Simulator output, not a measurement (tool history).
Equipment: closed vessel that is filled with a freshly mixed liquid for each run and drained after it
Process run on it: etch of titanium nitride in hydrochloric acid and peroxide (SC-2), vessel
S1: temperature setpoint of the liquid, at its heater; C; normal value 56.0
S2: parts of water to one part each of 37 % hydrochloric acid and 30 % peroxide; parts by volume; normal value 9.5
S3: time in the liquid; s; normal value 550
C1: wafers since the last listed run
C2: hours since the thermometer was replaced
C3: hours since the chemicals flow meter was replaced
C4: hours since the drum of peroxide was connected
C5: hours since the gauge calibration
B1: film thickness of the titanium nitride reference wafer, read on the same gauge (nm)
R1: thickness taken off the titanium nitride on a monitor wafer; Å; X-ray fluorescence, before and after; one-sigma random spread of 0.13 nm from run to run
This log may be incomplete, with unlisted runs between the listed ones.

| run | hour | S1 | S2 | S3 | C1 | C2 | C3 | C4 | C5 | B1 | R1 |
|---|---|---|---|---|---|---|---|---|---|---|---|
| 1 | 0.0 | 56.0 | 9.5 | 550 | 0 | 426.3 | 735.8 | 242.7 | 890.7 | 60.01 | 298.3 |
| 2 | 39.6 | 56.0 | 9.5 | 550 | 3911 | 465.9 | 775.4 | 282.3 | 930.3 | 59.99 | 299.0 |
| 3 | 95.2 | 56.0 | 9.5 | 550 | 5492 | 521.5 | 831.0 | 337.9 | 985.9 | 60.01 | 300.6 |
| 4 | 130.3 | 56.0 | 9.5 | 550 | 3467 | 556.6 | 866.1 | 373.0 | 1021.0 | 60.01 | 298.0 |
| 5 | 162.4 | 56.0 | 9.5 | 550 | 3170 | 588.7 | 898.2 | 405.1 | 1053.1 | 60.00 | 296.8 |
| 6 | 218.0 | 56.0 | 9.5 | 550 | 5492 | 644.3 | 953.8 | 460.7 | 1108.7 | 60.02 | 297.7 |
| 7 | 280.5 | 56.0 | 9.5 | 550 | 6173 | 706.8 | 1016.3 | 523.2 | 1171.2 | 60.05 | 297.6 |
| 8 | 333.4 | 56.0 | 9.5 | 550 | 5225 | 759.7 | 1069.2 | 576.1 | 1224.1 | 59.97 | 296.7 |
| 9 | 392.6 | 56.0 | 9.5 | 550 | 5847 | 818.9 | 1128.4 | 635.3 | 1283.3 | 60.01 | 299.5 |
|  | 433.7 | gauge calibrated |
| 10 | 474.1 | 56.0 | 9.5 | 550 | 8050 | 900.4 | 1209.9 | 716.8 | 40.4 | 60.01 | 297.9 |
| 11 | 531.8 | 56.0 | 9.5 | 550 | 5699 | 958.1 | 1267.6 | 774.5 | 98.1 | 60.01 | 294.9 |
| 12 | 564.7 | 56.0 | 9.5 | 550 | 3249 | 991.0 | 1300.5 | 807.4 | 131.0 | 60.01 | 293.7 |
| 13 | 595.1 | 56.0 | 9.5 | 550 | 3002 | 1021.4 | 1330.9 | 837.8 | 161.4 | 60.02 | 297.9 |
|  | 643.6 | new drum of peroxide connected |
|  | 654.9 | thermometer replaced |
| 14 | 662.3 | 60.0 | 9.5 | 550 | 6440 | 7.4 | 1398.1 | 18.7 | 228.6 | 60.03 | 389.4 |
| 15 | 715.5 | 56.0 | 9.5 | 550 | 5255 | 60.6 | 1451.3 | 71.9 | 281.8 | 60.03 | 298.9 |
| 16 | 753.0 | 56.0 | 9.5 | 550 | 3704 | 98.1 | 1488.8 | 109.4 | 319.3 | 59.99 | 301.6 |
|  | 778.0 | chemicals flow meter replaced |
| 17 | 805.4 | 47.0 | 5.0 | 550 | 5077 | 150.5 | 27.4 | 161.8 | 371.7 | 59.97 | 274.1 |
| 18 | 836.5 | 47.0 | 12.5 | 550 | 3072 | 181.6 | 58.5 | 192.9 | 402.8 | 59.99 | 130.9 |
| 19 | 887.9 | 56.0 | 9.5 | 550 | 5077 | 233.0 | 109.9 | 244.3 | 454.2 | 59.97 | 297.6 |
| 20 | 925.5 | 56.0 | 9.5 | 550 | 3714 | 270.6 | 147.5 | 281.9 | 491.8 | 59.95 | 299.5 |
| 21 | 957.8 | 56.0 | 9.5 | 405 | 3190 | 302.9 | 179.8 | 314.2 | 524.1 | 59.98 | 221.7 |
| 22 | 994.8 | 48.5 | 9.5 | 230 | 3654 | 339.9 | 216.8 | 351.2 | 561.1 | 59.99 | 76.6 |
| 23 | 1044.1 | 65.0 | 7.0 | 425 | 4869 | 389.2 | 266.1 | 400.5 | 610.4 | 60.03 | 518.8 |
| 24 | 1207.8 | 56.0 | 9.5 | 375 | 16170 | 552.9 | 429.8 | 564.2 | 774.1 | 60.03 | 203.5 |
| 25 | 1235.8 | 65.0 | 9.5 | 645 | 2765 | 580.9 | 457.8 | 592.2 | 802.1 | 60.03 | 614.1 |

4 options for the next run, each taken on its own from the tool as it stands now. Forecast them:
| A | 1236.6 | 56.0 | 9.5 | 290 | 79 | 581.7 | 458.6 | 593.0 | 802.9 | ? | ? |
| B | 1236.6 | 61.5 | 11.5 | 455 | 79 | 581.7 | 458.6 | 593.0 | 802.9 | ? | ? |
| C | 1236.6 | 64.0 | 7.0 | 550 | 79 | 581.7 | 458.6 | 593.0 | 802.9 | ? | ? |
| D | 1236.6 | 65.5 | 9.5 | 550 | 79 | 581.7 | 458.6 | 593.0 | 802.9 | ? | ? |

| run | B1 | R1 |
|---|---|---|
| A | 60.02 | 156.7 |
| B | 60.02 | 296.5 |
| C | 60.02 | 627.7 |
| D | 60.02 | 538.1 |
Had the tool no hidden state, the same runs would have come out as:
| run | R1 |
|---|---|
| A | 158.7 |
| B | 300.3 |
| C | 635.4 |
| D | 544.9 |

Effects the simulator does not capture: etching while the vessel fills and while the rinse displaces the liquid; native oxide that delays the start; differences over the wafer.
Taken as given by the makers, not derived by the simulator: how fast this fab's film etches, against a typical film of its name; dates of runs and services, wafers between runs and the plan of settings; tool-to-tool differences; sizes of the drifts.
